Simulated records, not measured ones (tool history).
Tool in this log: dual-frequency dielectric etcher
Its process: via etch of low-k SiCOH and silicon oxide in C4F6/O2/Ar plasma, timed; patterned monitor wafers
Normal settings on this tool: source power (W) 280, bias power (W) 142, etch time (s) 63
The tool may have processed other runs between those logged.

run   hour  source power (W)  bias power (W)  etch time (s)  read-back reference wafer on the same gauge, depth_nm  mean etch depth across the wafer (nm)
  1      0               280             142             63                                                    154                                  133.6
  2   15.2               320             142             70                                                  154.1                                  155.5
  3   42.8               320             142             70                                                    154                                  153.6
  4   65.7               240             142             63                                                  154.2                                  127.1
  5   81.3               280             142             63                                                  154.1                                    133
  6  115.4               280             142             63                                                  153.8                                  132.6
  7  153.1               280             142             63                                                  154.1                                  131.7
     190.9  -- wet clean of the chamber
  8  191.4               280             168             63                                                  153.8                                  141.5
  9  191.9               280             142             63                                                  153.8                                  136.6
     209.9  -- bias power generator calibrated
     219.8  -- gauge calibrated
 10    224               280             142             63                                                  153.7                                  136.3
 11  255.5               280             142             63                                                    154                                  135.5
 12  280.1               280             142             63                                                  154.2                                  136.1
 13  294.9               280             118             63                                                  153.8                                  130.2
 14  327.6               280             176             63                                                  153.9                                    140
 15  354.9               280             142           71.5                                                  153.9                                  152.7
 16  380.3               280             173             63                                                    154                                  141.1
 17  413.6               320             142             70                                                  154.1                                  154.3
 18  428.3               280             142           76.5                                                    154                                  162.7
 19  450.9               250             176           69.5                                                  153.9                                  148.1
     466.9  -- source power generator calibrated
     497.6  -- upper electrode replaced
 20  498.1               240             110             76                                                  153.9                                  146.7
 21  498.5               260             142             63                                                    154                                  129.5
 22  514.2               280             142             63                                                  153.9                                  133.7
 23  540.3               280             142             63                                                  153.8                                  131.9

What does the tool deliver on the next run?
 24  554.4               280             121           71.5                                                      ?                                      ?

{"run 24": {"read-back reference wafer on the same gauge, depth_nm": 153.9, "mean etch depth across the wafer (nm)": 146.6}}
With the hidden condition absent and the run-to-run variation left alone, this run would have shown mean etch depth across the wafer (nm) 151.5.
